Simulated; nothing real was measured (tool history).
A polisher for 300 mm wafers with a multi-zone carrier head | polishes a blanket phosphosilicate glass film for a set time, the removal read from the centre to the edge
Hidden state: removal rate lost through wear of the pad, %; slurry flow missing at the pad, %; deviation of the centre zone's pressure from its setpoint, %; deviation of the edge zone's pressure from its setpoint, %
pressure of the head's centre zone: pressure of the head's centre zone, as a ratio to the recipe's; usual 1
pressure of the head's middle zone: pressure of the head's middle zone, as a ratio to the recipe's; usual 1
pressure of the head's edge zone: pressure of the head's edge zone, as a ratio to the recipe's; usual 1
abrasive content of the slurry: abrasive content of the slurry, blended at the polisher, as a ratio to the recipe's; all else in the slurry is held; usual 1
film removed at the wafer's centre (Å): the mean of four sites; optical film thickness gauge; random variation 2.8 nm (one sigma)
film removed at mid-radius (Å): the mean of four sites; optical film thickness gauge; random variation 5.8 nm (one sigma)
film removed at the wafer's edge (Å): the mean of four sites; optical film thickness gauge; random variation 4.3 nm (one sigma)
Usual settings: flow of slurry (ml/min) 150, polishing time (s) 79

run   hour  flow of slurry (ml/min)  pressure of the head's centre zone  pressure of the head's middle zone  pressure of the head's edge zone  abrasive content of the slurry  polishing time (s)  wafers since the last listed run  wafers polished on this pad  hours since the slurry nozzle was cleaned  hours since the centre zone pressure was calibrated  hours since the edge zone pressure was calibrated  hours since the carrier head's membrane was replaced  incoming thickness of the incoming film, nm  film removed at the wafer's centre (Å)  film removed at mid-radius (Å)  film removed at the wafer's edge (Å)
  1      0                      150                                   1                                   1                                 1                               1                  79                                 0                         2176                                      396.1                                                286.5                                               25.6                                                  14.1                                       3943.8                                    4501                            4513                                  4640
       7.2  -- worn pad replaced by a new one
      17.3  -- slurry nozzle cleaned
  2     56                      150                                   1                                   1                                 1                               1                  79                               405                          380                                       38.7                                                342.5                                               81.6                                                  70.1                                       3952.3                                    4578                            4527                                  4611
      96.7  -- centre zone pressure recalibrated
  3   97.2                      150                                   1                                   1                                 1                               1                  79                               311                          692                                       79.9                                                  0.5                                              122.8                                                 111.3                                       3891.7                                    4565                            4539                                  4639
  4    150                      150                                   1                                   1                                 1                               1                  79                               420                         1112                                      132.7                                                 53.3                                              175.6                                                 164.1                                         3904                                    4571                            4523                                  4568
  5  196.8                      150                                   1                                   1                                 1                            1.15                  79                               372                         1484                                      179.5                                                100.1                                              222.4                                                 210.9                                       3947.1                                    4941                            4856                                  5015
     260.7  -- worn pad replaced by a new one
  6  264.3                      150                                   1                                   1                                 1                            1.15                  79                               505                           28                                        247                                                167.6                                              289.9                                                 278.4                                         3904                                    4899                            4929                                  4956
  7  296.4                      150                                   1                                   1                                 1                               1                  79                               255                          284                                      279.1                                                199.7                                                322                                                 310.5                                       3980.6                                    4551                            4591                                  4594
  8  340.6                      150                                   1                                   1                                 1                               1                  79                               351                          636                                      323.3                                                243.9                                              366.2                                                 354.7                                       3890.8                                    4510                            4594                                  4619
  9  396.2                      165                                 0.9                                   1                              1.07                               1                  98                               442                         1078                                      378.9                                                299.5                                              421.8                                                 410.3                                       3931.1                                    5341                            5725                                  5865
     446.7  -- centre zone pressure recalibrated
 10  465.8                      150                                   1                                   1                                 1                            0.75                  79                               538                         1616                                      448.5                                                 19.1                                              491.4                                                 479.9                                       3943.8                                    3693                            3664                                  3708
       488  -- slurry nozzle cleaned
 11  521.4                      150                                   1                                   1                                 1                             0.7                  79                               434                         2051                                       33.4                                                 74.7                                                547                                                 535.5                                       3938.8                                    3477                            3525                                  3518
     544.6  -- worn pad replaced by a new one
 12  560.2                      150                                   1                                   1                                 1                               1                  79                               276                          124                                       72.2                                                113.5                                              585.8                                                 574.3                                       3881.2                                    4521                            4490                                  4533
 13  622.9                      150                                   1                                   1                              0.96                               1                  79                               499                          623                                      134.9                                                176.2                                              648.5                                                   637                                       3893.4                                    4561                            4441                                  4476
 14  675.6                      150                                   1                                   1                                 1                               1                  79                               419                         1042                                      187.6                                                228.9                                              701.2                                                 689.7                                       3897.9                                    4503                            4613                                  4554
 15  712.2                      150                                1.08                                1.04                                 1                               1                  79                               291                         1333                                      224.2                                                265.5                                              737.8                                                 726.3                                       3864.8                                    4806                            4701                                  4621
 16  747.4                      150                                   1                                   1                              1.06                               1                  79                               280                         1613                                      259.4                                                300.7                                                773                                                 761.5                                       3886.9                                    4509                            4501                                  4739
       775  -- centre zone pressure recalibrated
 17  775.5                      170                                   1                                0.88                                 1                             0.9                 106                               207                         1821                                      287.5                                                  0.5                                              801.1                                                 789.6                                       3880.4                                    5862                            5024                                  5880
     809.5  -- worn pad replaced by a new one
 18  814.9                      150                                   1                                1.09                                 1                               1                  79                               281                           43                                      326.9                                                 39.9                                              840.5                                                   829                                       3977.3                                    4522                            4994                                  4611
 19    841                      100                                   1                                0.92                                 1                               1                  79                               207                          250                                        353                                                   66                                              866.6                                                 855.1                                       3915.3                                    4168                            3953                                  4383
 20  875.7                      150                                1.07                                   1                                 1                               1                  79                               276                          527                                      387.7                                                100.7                                              901.3                                                 889.8                                       3988.5                                    4738                            4489                                  4534
     912.4  -- slurry nozzle cleaned
 21  937.1                      150                                1.08                                1.04                                 1                               1                  79                               480                         1007                                       24.7                                                162.1                                              962.7                                                 951.2                                       3891.1                                    4835                            4736                                  4576

The tool's hidden state at each run:
removal rate lost through wear of the pad, %: 0 in every run
slurry flow missing at the pad, %: 0 in every run
deviation of the centre zone's pressure from its setpoint, %: 0 in every run
deviation of the edge zone's pressure from its setpoint, %: 0 in every run
